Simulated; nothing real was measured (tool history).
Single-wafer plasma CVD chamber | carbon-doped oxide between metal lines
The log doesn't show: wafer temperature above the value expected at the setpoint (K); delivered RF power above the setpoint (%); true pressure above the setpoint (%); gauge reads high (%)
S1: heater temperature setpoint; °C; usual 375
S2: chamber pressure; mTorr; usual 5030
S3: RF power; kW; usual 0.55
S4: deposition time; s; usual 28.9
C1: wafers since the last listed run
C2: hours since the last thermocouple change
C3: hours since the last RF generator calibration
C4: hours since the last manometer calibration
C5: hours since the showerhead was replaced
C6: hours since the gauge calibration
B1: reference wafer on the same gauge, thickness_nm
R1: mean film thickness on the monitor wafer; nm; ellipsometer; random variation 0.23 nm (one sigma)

{"run": 1, "hour": 0.0, "S1": 375, "S2": 5030, "S3": 0.55, "S4": 28.9, "C1": 0, "C2": 1654.9, "C3": 1943.9, "C4": 1379.4, "C5": 4474.7, "C6": 131.9, "B1": 118.976, "R1": 139.243}
{"run": 2, "hour": 13.9, "S1": 375, "S2": 5030, "S3": 0.55, "S4": 28.9, "C1": 311, "C2": 1668.8, "C3": 1957.8, "C4": 1393.3, "C5": 4488.6, "C6": 145.8, "B1": 119.02, "R1": 139.268}
{"run": 3, "hour": 21.7, "S1": 375, "S2": 5030, "S3": 0.55, "S4": 28.9, "C1": 174, "C2": 1676.6, "C3": 1965.6, "C4": 1401.1, "C5": 4496.4, "C6": 153.6, "B1": 118.994, "R1": 138.715}
{"run": 4, "hour": 36.9, "S1": 375, "S2": 5030, "S3": 0.55, "S4": 30.7, "C1": 340, "C2": 1691.8, "C3": 1980.8, "C4": 1416.3, "C5": 4511.6, "C6": 168.8, "B1": 119.073, "R1": 147.173}
{"run": 5, "hour": 53.4, "S1": 375, "S2": 5030, "S3": 0.55, "S4": 30.7, "C1": 369, "C2": 1708.3, "C3": 1997.3, "C4": 1432.8, "C5": 4528.1, "C6": 185.3, "B1": 119.023, "R1": 147.46}
{"run": 6, "hour": 63.4, "S1": 375, "S2": 5030, "S3": 0.55, "S4": 28.9, "C1": 223, "C2": 1718.3, "C3": 2007.3, "C4": 1442.8, "C5": 4538.1, "C6": 195.3, "B1": 119.032, "R1": 138.769}
{"run": 7, "hour": 80.8, "S1": 375, "S2": 5030, "S3": 0.55, "S4": 28.9, "C1": 389, "C2": 1735.7, "C3": 2024.7, "C4": 1460.2, "C5": 4555.5, "C6": 212.7, "B1": 118.973, "R1": 138.303}
{"hour": 96.6, "done": "capacitance manometer re-zeroed and calibrated"}
{"hour": 101.5, "done": "thermocouple changed; heater temperature recalibrated"}
{"run": 8, "hour": 102.0, "S1": 375, "S2": 5030, "S3": 0.55, "S4": 28.9, "C1": 185, "C2": 0.5, "C3": 2045.9, "C4": 5.4, "C5": 4576.7, "C6": 233.9, "B1": 118.998, "R1": 138.548}
{"run": 9, "hour": 102.5, "S1": 375, "S2": 5030, "S3": 0.55, "S4": 28.9, "C1": 11, "C2": 1, "C3": 2046.4, "C4": 5.9, "C5": 4577.2, "C6": 234.4, "B1": 118.949, "R1": 137.733}
{"run": 10, "hour": 111.8, "S1": 375, "S2": 5030, "S3": 0.55, "S4": 27.7, "C1": 208, "C2": 10.3, "C3": 2055.7, "C4": 15.2, "C5": 4586.5, "C6": 243.7, "B1": 119.015, "R1": 132.834}
{"hour": 113.0, "done": "gauge calibrated"}
{"run": 11, "hour": 125.0, "S1": 366, "S2": 5030, "S3": 0.65, "S4": 28.9, "C1": 295, "C2": 23.5, "C3": 2068.9, "C4": 28.4, "C5": 4599.7, "C6": 12, "B1": 119.034, "R1": 159.647}
{"hour": 135.5, "done": "showerhead replaced"}
{"run": 12, "hour": 136.6, "S1": 379, "S2": 5030, "S3": 0.55, "S4": 30.6, "C1": 80, "C2": 35.1, "C3": 2080.5, "C4": 40, "C5": 1.1, "C6": 23.6, "B1": 119.001, "R1": 144.427}
{"run": 13, "hour": 145.9, "S1": 388, "S2": 5030, "S3": 0.445, "S4": 28.9, "C1": 208, "C2": 44.4, "C3": 2089.8, "C4": 49.3, "C5": 10.4, "C6": 32.9, "B1": 119.07, "R1": 111.416}
{"hour": 161.8, "done": "RF generator calibrated"}
{"run": 14, "hour": 162.3, "S1": 365, "S2": 5940, "S3": 0.5, "S4": 32.1, "C1": 187, "C2": 60.8, "C3": 0.5, "C4": 65.7, "C5": 26.8, "C6": 49.3, "B1": 118.997, "R1": 143.393}
{"run": 15, "hour": 170.6, "S1": 375, "S2": 5030, "S3": 0.55, "S4": 28.9, "C1": 185, "C2": 69.1, "C3": 8.8, "C4": 74, "C5": 35.1, "C6": 57.6, "B1": 118.989, "R1": 133.96}
{"run": 16, "hour": 184.8, "S1": 375, "S2": 5030, "S3": 0.55, "S4": 28.9, "C1": 317, "C2": 83.3, "C3": 23, "C4": 88.2, "C5": 49.3, "C6": 71.8, "B1": 119.01, "R1": 134.021}
{"hour": 194.2, "done": "RF generator calibrated, repeated, since the last time left the tool worse"}
{"run": 17, "hour": 200.0, "S1": 367, "S2": 4210, "S3": 0.59, "S4": 28.9, "C1": 161, "C2": 98.5, "C3": 5.8, "C4": 103.4, "C5": 64.5, "C6": 87, "B1": 118.942, "R1": 153.553}
{"run": 18, "hour": 213.3, "S1": 383, "S2": 4400, "S3": 0.55, "S4": 28.9, "C1": 297, "C2": 111.8, "C3": 19.1, "C4": 116.7, "C5": 77.8, "C6": 100.3, "B1": 118.994, "R1": 140.644}
{"run": 19, "hour": 227.0, "S1": 367, "S2": 5030, "S3": 0.55, "S4": 28.9, "C1": 306, "C2": 125.5, "C3": 32.8, "C4": 130.4, "C5": 91.5, "C6": 114, "B1": 118.975, "R1": 148.285}
{"run": 20, "hour": 233.4, "S1": 375, "S2": 5030, "S3": 0.55, "S4": 28.9, "C1": 143, "C2": 131.9, "C3": 39.2, "C4": 136.8, "C5": 97.9, "C6": 120.4, "B1": 119.009, "R1": 144.922}

3 ways to go on from here, each from the tool as it stands after run 20. What would each give?
{"run": "A", "hour": 233.8, "S1": 375, "S2": 5030, "S3": 0.46, "S4": 28.9, "C1": 8, "C2": 132.3, "C3": 39.6, "C4": 137.2, "C5": 98.3, "C6": 120.8, "B1": "?", "R1": "?"}
{"run": "B", "hour": 233.8, "S1": 375, "S2": 6090, "S3": 0.55, "S4": 33.2, "C1": 8, "C2": 132.3, "C3": 39.6, "C4": 137.2, "C5": 98.3, "C6": 120.8, "B1": "?", "R1": "?"}
{"run": "C", "hour": 233.8, "S1": 375, "S2": 5030, "S3": 0.6, "S4": 28.9, "C1": 8, "C2": 132.3, "C3": 39.6, "C4": 137.2, "C5": 98.3, "C6": 120.8, "B1": "?", "R1": "?"}

run=A B1=119.054 R1=125.713
run=B B1=119.054 R1=170.031
run=C B1=119.054 R1=154.982
Without the tool's hidden state the same runs would have given:
run=A R1=126.407
run=B R1=170.826
run=C R1=155.687
